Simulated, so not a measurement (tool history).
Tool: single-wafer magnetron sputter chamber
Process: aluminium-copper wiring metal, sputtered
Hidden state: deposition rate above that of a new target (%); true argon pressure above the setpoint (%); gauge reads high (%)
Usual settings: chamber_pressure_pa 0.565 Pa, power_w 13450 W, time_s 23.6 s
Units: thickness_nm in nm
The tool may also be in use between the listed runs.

run,day,chamber_pressure_pa,power_w,time_s,wafers since the last listed run,wafers on the sputter target,hours since the last manometer calibration,hours since the magnet pack was replaced,hours since the gauge calibration,"read-back reference wafer on the same gauge, thickness_nm",thickness_nm
1,0,0.565,13450,23.6,0,2758,599,3905.9,1085.6,489.958,483.045
2,2.646,0.565,13450,23.6,1048,3807,662.5,3969.4,1149.1,489.83,485.16
3,5.325,0.565,13450,23.6,1062,4869,726.8,4033.7,1213.4,489.875,485.122
# day 6.725: sputter target and shields replaced
4,9.058,0.565,13450,23.6,1347,924,816.4,4123.3,1303,490.808,479.242
5,10.612,0.565,13450,23.6,616,1541,853.7,4160.6,1340.3,489.763,489.66
6,24.088,0.565,13450,23.6,5342,6883,1177.1,4484,1663.7,489.611,486.088
# day 24.508: sputter target and shields replaced
7,28.321,0.565,13450,23.6,1546,1511,1278.7,4585.6,1765.3,490.005,489.252
8,30.121,0.565,13450,20.9,713,2225,1321.9,4628.8,1808.5,489.495,431.538
9,32.892,0.565,13450,20.9,1098,3323,1388.4,4695.3,1875,489.653,427.092
# day 35.088: capacitance manometer re-zeroed and calibrated
10,36.058,0.565,16000,23.6,1123,4447,23.3,4771.3,1951,489.485,578.543
# day 39.233: gauge calibrated
11,39.508,0.503,13450,21.3,1367,5814,106.1,4854.1,6.6,489.087,452.995
# day 40.954: sputter target and shields replaced
12,41.804,0.565,15600,23.6,778,337,161.2,4909.2,61.7,490.414,556.23
# day 51.538: magnet pack replaced
13,51.996,0.565,13450,23.6,3908,4245,405.8,11,306.3,490.033,487.052
14,56.254,0.565,13450,23.6,1688,5933,508,113.2,408.5,489.961,487.526
# day 58.2: sputter target and shields replaced
15,59.867,0.693,13450,23.6,1300,660,594.7,199.9,495.2,490.071,448.549
16,63.129,0.565,15750,20,1293,1953,673,278.2,573.5,490.126,485.292
17,66.912,0.565,11750,23.6,1499,3453,763.8,369,664.3,489.628,424.631
18,70.942,0.565,13450,23.6,1597,5051,860.5,465.7,761,489.886,484.699
19,73.812,0.708,13450,19.9,1138,6189,929.4,534.6,829.9,489.612,375.644
20,75.45,0.565,15750,20,649,6838,968.7,573.9,869.2,490.762,480.833
# day 76.442: sputter target and shields replaced
21,79.688,0.695,11450,20.5,1547,1286,1070.4,675.6,970.9,491.25,329.745

Forecast each of these 5 alternatives for the next run:
A,79.704,0.565,13450,23.6,6,1292,1070.8,676,971.3,?,?
B,79.704,0.394,13450,27.9,6,1292,1070.8,676,971.3,?,?
C,79.704,0.565,16500,23.6,6,1292,1070.8,676,971.3,?,?
D,79.704,0.44,12200,27.6,6,1292,1070.8,676,971.3,?,?
E,79.704,0.685,13450,23.6,6,1292,1070.8,676,971.3,?,?

run,"read-back reference wafer on the same gauge, thickness_nm",thickness_nm
A,489.57,485.209
B,489.57,638.496
C,489.57,595.237
D,489.57,556.402
E,489.57,451.271
Without the tool's hidden state the same runs would have given:
run,thickness_nm
A,485.209
B,638.496
C,595.237
D,556.402
E,451.271
